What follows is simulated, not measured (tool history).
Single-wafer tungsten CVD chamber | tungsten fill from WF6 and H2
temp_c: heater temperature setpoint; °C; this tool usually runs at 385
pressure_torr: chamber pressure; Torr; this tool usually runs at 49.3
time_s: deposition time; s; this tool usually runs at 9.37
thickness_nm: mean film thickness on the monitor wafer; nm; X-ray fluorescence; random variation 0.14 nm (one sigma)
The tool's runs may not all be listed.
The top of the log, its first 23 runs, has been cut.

| run | day | temp_c | pressure_torr | time_s | wafers since the last listed run | hours since the last thermocouple change | hours since the last manometer calibration | hours since the showerhead was replaced | hours since the gauge calibration | read-back reference wafer on the same gauge, thickness_nm | thickness_nm |
|---|---|---|---|---|---|---|---|---|---|---|---|
| 24 | 28.921 | 385 | 42.4 | 10.50 | 584 | 240.0 | 359.1 | 136.0 | 268.2 | 27.934 | 26.321 |
| 25 | 30.175 | 397 | 53.6 | 10.19 | 546 | 270.1 | 389.2 | 166.1 | 298.3 | 27.927 | 35.805 |
| 26 | 30.892 | 385 | 37.0 | 10.36 | 312 | 287.3 | 406.4 | 183.3 | 315.5 | 27.933 | 24.208 |
| 27 | 32.108 | 385 | 49.3 | 9.37 | 529 | 316.5 | 435.6 | 212.5 | 344.7 | 27.877 | 25.189 |
| 28 | 33.529 | 385 | 49.3 | 9.37 | 618 | 350.6 | 469.7 | 246.6 | 378.8 | 27.825 | 25.009 |
| 29 | 34.179 | 385 | 49.3 | 9.37 | 283 | 366.2 | 485.3 | 262.2 | 394.4 | 27.853 | 25.311 |
| 30 | 34.867 | 376 | 38.3 | 10.03 | 299 | 382.7 | 501.8 | 278.7 | 410.9 | 27.880 | 19.864 |
| 31 | 36.025 | 385 | 49.3 | 8.87 | 504 | 410.5 | 529.6 | 306.5 | 438.7 | 27.882 | 23.842 |

Here are 5 independent what-if runs from the current tool condition. What would each one return?
| A | 36.042 | 385 | 49.3 | 9.37 | 7 | 410.9 | 530.0 | 306.9 | 439.1 | ? | ? |
| B | 36.042 | 377 | 38.3 | 10.49 | 7 | 410.9 | 530.0 | 306.9 | 439.1 | ? | ? |
| C | 36.042 | 370 | 49.3 | 8.51 | 7 | 410.9 | 530.0 | 306.9 | 439.1 | ? | ? |
| D | 36.042 | 380 | 40.2 | 10.07 | 7 | 410.9 | 530.0 | 306.9 | 439.1 | ? | ? |
| E | 36.042 | 377 | 45.5 | 11.05 | 7 | 410.9 | 530.0 | 306.9 | 439.1 | ? | ? |

| run | read-back reference wafer on the same gauge, thickness_nm | thickness_nm |
|---|---|---|
| A | 27.916 | 25.039 |
| B | 27.916 | 21.249 |
| C | 27.916 | 16.809 |
| D | 27.916 | 22.172 |
| E | 27.916 | 24.288 |
What these runs would have given with no unlogged condition in the tool:
| run | thickness_nm |
|---|---|
| A | 25.039 |
| B | 21.249 |
| C | 16.809 |
| D | 22.172 |
| E | 24.288 |

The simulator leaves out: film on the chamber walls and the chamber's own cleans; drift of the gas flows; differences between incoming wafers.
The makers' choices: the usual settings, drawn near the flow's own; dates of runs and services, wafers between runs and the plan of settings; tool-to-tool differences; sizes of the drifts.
